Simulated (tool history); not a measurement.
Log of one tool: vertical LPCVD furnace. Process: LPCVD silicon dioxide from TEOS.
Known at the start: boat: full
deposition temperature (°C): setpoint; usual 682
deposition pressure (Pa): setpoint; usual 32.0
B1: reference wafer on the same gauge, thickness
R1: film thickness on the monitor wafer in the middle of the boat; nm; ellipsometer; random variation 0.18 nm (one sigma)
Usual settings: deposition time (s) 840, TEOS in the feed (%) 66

Run 1, hour 0.0: usual settings; B1 64.45. Result: R1 61.69 nm.
Run 2, hour 45.6: usual settings; B1 64.41. Result: R1 61.16 nm.
Run 3, hour 109.2: usual settings; B1 64.50. Result: R1 61.46 nm.
Run 4, hour 159.4: usual settings but deposition pressure (Pa) 27.3; B1 64.42. Result: R1 57.59 nm.
Run 5, hour 217.8: usual settings but deposition pressure (Pa) 27.3; B1 64.37. Result: R1 57.34 nm.
Run 6, hour 277.2: usual settings but deposition temperature (°C) 677; B1 64.50. Result: R1 55.03 nm.
Run 7, hour 342.6: usual settings; B1 64.43. Result: R1 62.01 nm.
Run 8, hour 404.0: usual settings; B1 64.33. Result: R1 62.18 nm.
Run 9, hour 467.0: usual settings; B1 64.41. Result: R1 62.31 nm.
At hour 494.0: TEOS flow controller replaced.
Run 10, hour 525.0: usual settings but deposition time (s) 630; B1 64.38. Result: R1 46.58 nm.
Run 11, hour 551.1: usual settings but deposition time (s) 630; B1 64.42. Result: R1 46.78 nm.
Run 12, hour 614.9: usual settings but deposition time (s) 630; B1 64.45. Result: R1 46.78 nm.
At hour 666.8: thermocouples replaced and temperature profile calibrated.
Run 13, hour 676.9: usual settings but deposition temperature (°C) 689, deposition time (s) 990; B1 64.38. Result: R1 81.08 nm.
Run 14, hour 716.7: usual settings but deposition temperature (°C) 688, deposition pressure (Pa) 26.7, deposition time (s) 1140, TEOS in the feed (%) 76; B1 64.35. Result: R1 89.77 nm.
Run 15, hour 742.2: usual settings; B1 64.42. Result: R1 57.90 nm.
Run 16, hour 837.6: usual settings but deposition temperature (°C) 671, deposition pressure (Pa) 28.7; B1 64.39. Result: R1 42.24 nm.
At hour 868.0: gauge calibrated.
Run 17, hour 906.2: usual settings but deposition pressure (Pa) 35.3, TEOS in the feed (%) 70; B1 64.41. Result: R1 62.72 nm.
Run 18, hour 940.4: usual settings; B1 64.41. Result: R1 58.14 nm.
Run 19, hour 979.3: usual settings but deposition temperature (°C) 690, deposition pressure (Pa) 36.7, deposition time (s) 1140; B1 64.42. Result: R1 102.67 nm.
Run 20, hour 1011.5: usual settings; B1 64.33. Result: R1 58.25 nm.
At hour 1061.9: pressure gauge zeroed.
Run 21, hour 1072.5: usual settings but TEOS in the feed (%) 72; B1 64.42. Result: R1 60.01 nm.
Run 22, hour 1117.9: usual settings but deposition temperature (°C) 678, deposition pressure (Pa) 29.3, TEOS in the feed (%) 77; B1 64.36. Result: R1 53.83 nm.
Run 23, hour 1185.8: usual settings but deposition temperature (°C) 678, deposition pressure (Pa) 38.0; B1 64.41. Result: R1 56.66 nm.
Run 24, hour 1256.5: usual settings but deposition pressure (Pa) 26.0, TEOS in the feed (%) 59; B1 64.47. Result: R1 49.20 nm.
Run 25, hour 1294.4: usual settings; B1 64.40. Result: R1 57.88 nm.
Run 26, hour 1343.4: usual settings; B1 64.51. Result: R1 57.82 nm.
Run 27, hour 1382.3: usual settings but deposition pressure (Pa) 37.3, deposition time (s) 600, TEOS in the feed (%) 58; B1 64.36. Result: R1 41.94 nm.
Run 28, hour 1447.2: usual settings; B1 64.43. Result: R1 58.04 nm.
Run 29, hour 1478.1: usual settings but deposition temperature (°C) 694, deposition pressure (Pa) 24.0, deposition time (s) 1140, TEOS in the feed (%) 59; B1 64.33. Result: R1 86.41 nm.
Run 30, hour 1502.4: usual settings but deposition temperature (°C) 676; B1 64.43. Result: R1 50.26 nm.
Run 31, hour 1558.7: usual settings; B1 64.43. Result: R1 58.12 nm.

Forecast each of these 4 alternatives for the next run:
Run A, hour 1562.8: usual settings but TEOS in the feed (%) 78; B1 ?. Result: R1 ?.
Run B, hour 1562.8: usual settings but deposition temperature (°C) 674, deposition time (s) 600, TEOS in the feed (%) 71; B1 ?. Result: R1 ?.
Run C, hour 1562.8: usual settings but TEOS in the feed (%) 61; B1 ?. Result: R1 ?.
Run D, hour 1562.8: usual settings but deposition temperature (°C) 678, deposition pressure (Pa) 35.3, deposition time (s) 1140, TEOS in the feed (%) 78; B1 ?. Result: R1 ?.

run     B1     R1
  A  64.43  63.52
  B  64.43  35.65
  C  64.43  56.18
  D  64.43  82.15
Without the tool's hidden state the same runs would have given:
run     R1
  A  60.74
  B  34.06
  C  53.71
  D  78.61
